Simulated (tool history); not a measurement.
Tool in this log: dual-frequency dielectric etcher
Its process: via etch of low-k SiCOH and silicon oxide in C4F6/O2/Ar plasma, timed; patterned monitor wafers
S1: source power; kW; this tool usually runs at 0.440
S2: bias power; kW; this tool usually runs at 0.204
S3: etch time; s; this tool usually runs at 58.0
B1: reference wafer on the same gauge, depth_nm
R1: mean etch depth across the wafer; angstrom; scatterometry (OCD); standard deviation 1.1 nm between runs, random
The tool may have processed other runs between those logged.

Run 1, hour 0.0: usual settings but S1 0.520 kW; B1 194.8. Result: R1 1808 angstrom.
Run 2, hour 31.7: usual settings; B1 195.2. Result: R1 1711 angstrom.
Run 3, hour 50.0: usual settings; B1 195.0. Result: R1 1693 angstrom.
Run 4, hour 83.1: usual settings; B1 195.3. Result: R1 1685 angstrom.
Run 5, hour 95.6: usual settings; B1 195.1. Result: R1 1675 angstrom.
Run 6, hour 113.4: usual settings; B1 195.1. Result: R1 1669 angstrom.
Run 7, hour 131.5: usual settings; B1 195.2. Result: R1 1690 angstrom.
At hour 139.6: gauge calibrated.
Run 8, hour 148.6: usual settings; B1 194.8. Result: R1 1677 angstrom.
Run 9, hour 167.3: usual settings; B1 195.0. Result: R1 1653 angstrom.
Run 10, hour 194.5: usual settings but S1 0.390 kW, S3 51.5 s; B1 194.7. Result: R1 1445 angstrom.
Run 11, hour 212.7: usual settings but S1 0.390 kW, S3 51.5 s; B1 195.2. Result: R1 1429 angstrom.
Run 12, hour 227.8: usual settings; B1 195.3. Result: R1 1663 angstrom.
Run 13, hour 254.0: usual settings; B1 194.9. Result: R1 1663 angstrom.
At hour 299.1: wet clean of the chamber.
Run 14, hour 299.6: usual settings; B1 195.0. Result: R1 1739 angstrom.
Run 15, hour 300.0: usual settings but S1 0.550 kW, S2 0.233 kW, S3 51.5 s; B1 195.1. Result: R1 1726 angstrom.
Run 16, hour 328.7: usual settings; B1 194.8. Result: R1 1742 angstrom.
At hour 336.7: bias power generator calibrated.
Run 17, hour 382.3: usual settings but S1 0.380 kW, S2 0.236 kW, S3 68.0 s; B1 195.1. Result: R1 2001 angstrom.
Run 18, hour 400.1: usual settings but S1 0.340 kW, S2 0.156 kW; B1 195.0. Result: R1 1482 angstrom.
At hour 423.4: source power generator calibrated.
At hour 427.2: upper electrode replaced.
Run 19, hour 428.5: usual settings but S1 0.400 kW, S2 0.170 kW, S3 66.5 s; B1 195.0. Result: R1 1842 angstrom.
Run 20, hour 445.4: usual settings but S1 0.510 kW; B1 195.2. Result: R1 1810 angstrom.
Run 21, hour 458.3: usual settings but S1 0.360 kW, S2 0.183 kW, S3 72.5 s; B1 195.0. Result: R1 1945 angstrom.
Run 22, hour 490.2: usual settings but S3 68.5 s; B1 195.3. Result: R1 2033 angstrom.
Run 23, hour 518.2: usual settings but S1 0.350 kW, S2 0.172 kW, S3 75.0 s; B1 194.8. Result: R1 1941 angstrom.
Run 24, hour 548.2: usual settings but S2 0.158 kW, S3 68.5 s; B1 194.9. Result: R1 1858 angstrom.
Run 25, hour 569.9: usual settings but S1 0.480 kW, S2 0.168 kW, S3 50.0 s; B1 195.2. Result: R1 1420 angstrom.
Run 26, hour 595.3: usual settings; B1 195.0. Result: R1 1687 angstrom.
Run 27, hour 620.6: usual settings; B1 194.8. Result: R1 1682 angstrom.
Run 28, hour 649.0: usual settings but S1 0.360 kW, S2 0.160 kW, S3 65.5 s; B1 194.8. Result: R1 1678 angstrom.
Run 29, hour 663.1: usual settings but S2 0.233 kW; B1 195.0. Result: R1 1733 angstrom.

Some steps in R1 between neighbouring runs. How much of each would the tool show without its hidden state too (settings, what came in, random variation), and how much is left for the hidden state, with any gauge scatter that isn't in both results?
Hidden state at play: etch rate over this chamber's usual, %; source power that arrives over what is set, %; bias power that arrives over what is set, %; gauge reads high (%).
Run 11 -> 12: S1 0.390 -> 0.440, S3 51.5 -> 58.0. R1 +234 angstrom: hidden state -14, all else +248.
Run 13 -> 14: wet clean of the chamber. R1 +76 angstrom: hidden state +89, all else -13.
Run 17 -> 18: S1 0.380 -> 0.340, S2 0.236 -> 0.156, S3 68.0 -> 58.0. R1 -519 angstrom: hidden state +1, all else -520.
Run 24 -> 25: S1 0.440 -> 0.480, S2 0.158 -> 0.168, S3 68.5 -> 50.0. R1 -438 angstrom: hidden state +8, all else -446.
